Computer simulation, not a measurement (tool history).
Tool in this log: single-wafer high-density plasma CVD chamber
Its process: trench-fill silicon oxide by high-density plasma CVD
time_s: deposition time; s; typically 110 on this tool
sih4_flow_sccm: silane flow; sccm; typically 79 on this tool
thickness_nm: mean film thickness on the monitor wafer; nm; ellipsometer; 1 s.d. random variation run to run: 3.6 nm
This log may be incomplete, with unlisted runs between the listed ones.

| run | day | time_s | sih4_flow_sccm | read-back reference wafer on the same gauge, thickness_nm | thickness_nm |
|---|---|---|---|---|---|
| 1 | 0 | 110 | 79 | 873.67 | 844.353 |
| 2 | 1.317 | 110 | 79 | 873.896 | 836.644 |
| 3 | 3.938 | 110 | 79 | 873.505 | 839.949 |
| 4 | 5.946 | 110 | 79 | 872.546 | 840.628 |
| 5 | 8.496 | 123 | 79 | 872.711 | 945.995 |
| 6 | 10.671 | 127 | 75 | 873.666 | 929.227 |
| 7 | 12.346 | 110 | 79 | 872.832 | 841.875 |
| 8 | 14.258 | 100 | 73 | 873.63 | 710.423 |
| 9 | 15.412 | 99 | 79 | 872.525 | 762.03 |
| 10 | 18.071 | 99 | 79 | 871.838 | 760.607 |
| 11 | 20.521 | 110 | 79 | 873.223 | 849.182 |
| 12 | 22.029 | 110 | 79 | 872.906 | 847.326 |
| 13 | 23.588 | 95 | 79 | 872.931 | 732.261 |
| 14 | 26.104 | 95 | 79 | 872.821 | 731.995 |
| 15 | 27.529 | 119 | 67 | 872.986 | 776.841 |
| 16 | 29.225 | 119 | 67 | 872.133 | 780.786 |
| 17 | 31.146 | 119 | 67 | 872.576 | 777.289 |
| 18 | 34.104 | 110 | 74 | 873.202 | 791.332 |
| 19 | 36.162 | 110 | 74 | 872.906 | 787.749 |
| 20 | 38.875 | 123 | 79 | 872.766 | 942.862 |
| 21 | 40.417 | 124 | 67 | 872.868 | 809.397 |
| 22 | 41.642 | 96 | 91 | 872.772 | 841.198 |
| 23 | 44.375 | 110 | 79 | 873.218 | 845.387 |
|  | 44.738 | silane flow controller replaced |
| 24 | 46.242 | 110 | 79 | 872.099 | 841.875 |
| 25 | 48.196 | 98 | 79 | 872.445 | 752.452 |
| 26 | 50.004 | 110 | 79 | 872.927 | 843.624 |
| 27 | 52.212 | 110 | 79 | 871.838 | 842.86 |
|  | 52.704 | gauge calibrated |
| 28 | 54.496 | 123 | 83 | 872.985 | 994.802 |
| 29 | 55.775 | 110 | 79 | 873.295 | 835.052 |
| 30 | 58.362 | 102 | 86 | 873.389 | 852.174 |
| 31 | 60.667 | 101 | 66 | 873.13 | 650.994 |
| 32 | 62.892 | 120 | 73 | 872.741 | 844.328 |
| 33 | 65.592 | 90 | 66 | 873.007 | 579.147 |
| 34 | 68.479 | 110 | 79 | 872.98 | 839.62 |
| 35 | 69.721 | 110 | 79 | 873.454 | 842.819 |
| 36 | 71.762 | 130 | 92 | 873.695 | 1154.129 |
| 37 | 73.471 | 128 | 91 | 872.673 | 1117.065 |
| 38 | 75.071 | 104 | 65 | 872.93 | 660.03 |

Below are 4 alternative next runs, each starting from the tool's condition after run 38. Predict each:
| A | 75.088 | 94 | 79 | ? | ? |
| B | 75.088 | 120 | 90 | ? | ? |
| C | 75.088 | 91 | 68 | ? | ? |
| D | 75.088 | 102 | 79 | ? | ? |

| run | read-back reference wafer on the same gauge, thickness_nm | thickness_nm |
|---|---|---|
| A | 872.831 | 715.878 |
| B | 872.831 | 1036.322 |
| C | 872.831 | 600.184 |
| D | 872.831 | 776.804 |
Without the tool's unlogged condition, the same runs would have read:
| run | thickness_nm |
|---|---|
| A | 715.878 |
| B | 1036.322 |
| C | 600.184 |
| D | 776.804 |
